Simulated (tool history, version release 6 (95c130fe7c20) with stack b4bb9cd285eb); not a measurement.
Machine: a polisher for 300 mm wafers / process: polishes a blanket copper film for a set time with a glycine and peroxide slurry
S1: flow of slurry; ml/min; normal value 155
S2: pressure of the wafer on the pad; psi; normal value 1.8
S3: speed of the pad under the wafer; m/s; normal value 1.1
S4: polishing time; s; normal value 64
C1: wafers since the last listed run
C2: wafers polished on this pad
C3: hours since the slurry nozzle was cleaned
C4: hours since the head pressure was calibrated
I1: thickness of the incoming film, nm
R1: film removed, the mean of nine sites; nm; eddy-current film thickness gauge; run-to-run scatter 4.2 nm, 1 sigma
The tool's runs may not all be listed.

run	hour	S1	S2	S3	S4	C1	C2	C3	C4	I1	R1
1	0	155	1.8	1.1	64	0	585	835.2	343.1	1705.8	274.1
2	6.4	155	1.8	1.1	64	85	671	841.6	349.5	1721.5	261.8
# hour 18.6: worn pad replaced by a new one
3	19.1	155	1.8	1.1	50	115	6	854.3	362.2	1694.4	219.2
4	33	155	1.8	1.1	50	185	191	868.2	376.1	1690.1	217.4
5	50.9	155	1.8	1.1	50	238	429	886.1	394	1735.2	214.7
6	62.2	180	1.8	1.1	47	150	580	897.4	405.3	1685.6	201.5
7	68.9	180	1.8	1.1	47	89	669	904.1	412	1715.7	195.1
# hour 81.3: worn pad replaced by a new one
8	81.8	155	1.8	1.1	56	118	6	917	424.9	1719.6	247.8
9	89.3	140	1.8	1.1	79	99	106	924.5	432.4	1719.6	334.4
10	104	140	1.8	1.1	79	195	302	939.2	447.1	1688.1	341.9
11	112.6	155	1.8	1.1	64	114	417	947.8	455.7	1676	269.8
# hour 123.5: slurry nozzle cleaned
12	124	155	1.8	1.1	64	138	555	0.5	467.1	1707.2	270.4
13	137.8	130	1.8	1.02	64	183	739	14.3	480.9	1716.4	252
# hour 144.4: worn pad replaced by a new one
14	144.9	155	2	1.1	64	41	6	21.4	488	1705.8	309.5
15	155.5	155	1.8	1.1	84	141	148	32	498.6	1690.4	365.3
16	168.5	135	1.4	0.9	64	173	321	45	511.6	1691.3	213.3
17	183.1	135	1.4	1.22	76	194	515	59.6	526.2	1683.9	275.5
# hour 197: worn pad replaced by a new one
18	198.5	155	1.8	1.1	64	151	19	75	541.6	1694	292.9
# hour 203.2: head pressure recalibrated
19	207	155	1.8	1.1	64	86	105	83.5	3.8	1709.9	283.6
20	215.6	155	2.2	1.1	54	114	220	92.1	12.4	1693.3	272.6
21	229.6	155	1.8	1.1	84	186	406	106.1	26.4	1705.9	365.6
22	240.7	130	1.8	1.02	64	147	554	117.2	37.5	1698.9	252.9

For run 23, what comes out?
23	247.5	155	1.8	1.1	73	90	645	124	44.3	1697	?

R1: 297.6 nm
With no hidden state in the tool, this same run would have given R1 319.6 nm.
